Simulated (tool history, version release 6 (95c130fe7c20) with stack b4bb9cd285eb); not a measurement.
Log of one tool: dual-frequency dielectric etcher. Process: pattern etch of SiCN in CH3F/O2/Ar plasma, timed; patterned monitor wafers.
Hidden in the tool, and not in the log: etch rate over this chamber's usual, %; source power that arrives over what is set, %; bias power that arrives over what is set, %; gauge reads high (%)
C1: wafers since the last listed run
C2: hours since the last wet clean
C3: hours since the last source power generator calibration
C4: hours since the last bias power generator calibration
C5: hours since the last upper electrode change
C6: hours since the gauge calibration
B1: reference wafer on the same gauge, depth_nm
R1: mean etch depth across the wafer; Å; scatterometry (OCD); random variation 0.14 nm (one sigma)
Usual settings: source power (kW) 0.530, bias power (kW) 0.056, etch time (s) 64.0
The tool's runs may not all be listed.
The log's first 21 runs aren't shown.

Run 22, hour 494.1: usual settings but source power (kW) 0.640, etch time (s) 49.0; C1 342; C2 145.9; C3 280.9; C4 228.8; C5 41.2; C6 610.4; B1 27.70. Result: R1 234.6 Å.
Run 23, hour 508.5: usual settings; C1 142; C2 160.3; C3 295.3; C4 243.2; C5 55.6; C6 624.8; B1 27.69. Result: R1 288.6 Å.
At hour 512.7: gauge calibrated.
Run 24, hour 542.4: usual settings but source power (kW) 0.590; C1 334; C2 194.2; C3 329.2; C4 277.1; C5 89.5; C6 29.7; B1 27.68. Result: R1 296.2 Å.
Run 25, hour 559.5: usual settings but source power (kW) 0.640, etch time (s) 49.0; C1 168; C2 211.3; C3 346.3; C4 294.2; C5 106.6; C6 46.8; B1 27.65. Result: R1 234.4 Å.
Run 26, hour 593.0: usual settings; C1 330; C2 244.8; C3 379.8; C4 327.7; C5 140.1; C6 80.3; B1 27.66. Result: R1 286.1 Å.
Run 27, hour 621.7: usual settings but source power (kW) 0.630, bias power (kW) 0.047, etch time (s) 81.5; C1 283; C2 273.5; C3 408.5; C4 356.4; C5 168.8; C6 109.0; B1 27.73. Result: R1 370.3 Å.
Run 28, hour 642.7: usual settings but source power (kW) 0.630, bias power (kW) 0.045; C1 207; C2 294.5; C3 429.5; C4 377.4; C5 189.8; C6 130.0; B1 27.68. Result: R1 288.1 Å.
Run 29, hour 669.2: usual settings but source power (kW) 0.620, etch time (s) 75.0; C1 261; C2 321.0; C3 456.0; C4 403.9; C5 216.3; C6 156.5; B1 27.70. Result: R1 355.5 Å.
Run 30, hour 681.4: usual settings but etch time (s) 74.5; C1 120; C2 333.2; C3 468.2; C4 416.1; C5 228.5; C6 168.7; B1 27.74. Result: R1 338.6 Å.

4 ways to go on from here, each from the tool as it stands after run 30. What would each give?
Run A, hour 681.8: usual settings; C1 3; C2 333.6; C3 468.6; C4 416.5; C5 228.9; C6 169.1; B1 ?. Result: R1 ?.
Run B, hour 681.8: usual settings but source power (kW) 0.450, bias power (kW) 0.043; C1 3; C2 333.6; C3 468.6; C4 416.5; C5 228.9; C6 169.1; B1 ?. Result: R1 ?.
Run C, hour 681.8: usual settings but source power (kW) 0.600, bias power (kW) 0.045; C1 3; C2 333.6; C3 468.6; C4 416.5; C5 228.9; C6 169.1; B1 ?. Result: R1 ?.
Run D, hour 681.8: usual settings but source power (kW) 0.640, etch time (s) 55.0; C1 3; C2 333.6; C3 468.6; C4 416.5; C5 228.9; C6 169.1; B1 ?. Result: R1 ?.

run     B1     R1
  A  27.68  288.5
  B  27.68  254.8
  C  27.68  283.0
  D  27.68  263.7
Without the tool's hidden state the same runs would have given:
run     R1
  A  280.7
  B  247.9
  C  275.4
  D  256.6

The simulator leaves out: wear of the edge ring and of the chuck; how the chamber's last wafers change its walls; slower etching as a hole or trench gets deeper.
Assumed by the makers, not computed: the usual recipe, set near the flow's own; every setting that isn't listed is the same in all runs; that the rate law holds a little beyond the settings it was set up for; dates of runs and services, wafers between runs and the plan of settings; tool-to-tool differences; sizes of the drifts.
